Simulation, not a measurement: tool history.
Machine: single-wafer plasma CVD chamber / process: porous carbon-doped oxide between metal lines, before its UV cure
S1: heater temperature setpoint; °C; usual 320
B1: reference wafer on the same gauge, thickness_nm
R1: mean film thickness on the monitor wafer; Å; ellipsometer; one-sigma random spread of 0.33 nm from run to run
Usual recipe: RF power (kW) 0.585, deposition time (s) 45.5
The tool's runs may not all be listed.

run 1 hour=0.0 | S1=320 RF_power_(kW)=0.585 deposition_time_(s)=45.5 | B1=263.091 | R1=2138.80
run 2 hour=20.9 | S1=320 RF_power_(kW)=0.585 deposition_time_(s)=45.5 | B1=263.132 | R1=2129.53
run 3 hour=39.1 | S1=320 RF_power_(kW)=0.585 deposition_time_(s)=45.5 | B1=263.094 | R1=2131.81
run 4 hour=64.9 | S1=320 RF_power_(kW)=0.585 deposition_time_(s)=45.5 | B1=263.167 | R1=2124.16
-- hour=106.8 thermocouple changed; heater temperature recalibrated
-- hour=113.1 showerhead replaced
run 5 hour=113.6 | S1=320 RF_power_(kW)=0.585 deposition_time_(s)=45.5 | B1=263.156 | R1=2128.16
run 6 hour=128.7 | S1=320 RF_power_(kW)=0.585 deposition_time_(s)=45.5 | B1=262.896 | R1=2122.79
-- hour=140.2 gauge calibrated
run 7 hour=150.6 | S1=320 RF_power_(kW)=0.585 deposition_time_(s)=45.5 | B1=263.180 | R1=2124.60
run 8 hour=182.4 | S1=320 RF_power_(kW)=0.585 deposition_time_(s)=45.5 | B1=263.038 | R1=2124.25

Estimate the outcome of run 9 from the log above:
run 9 hour=194.9 | S1=320 RF_power_(kW)=0.500 deposition_time_(s)=45.5 | B1=? | R1=?

B1: 262.985
R1: 1959.29 Å
If the tool had no hidden condition, the same run with the same run-to-run variation would have returned R1 2036.66 Å.
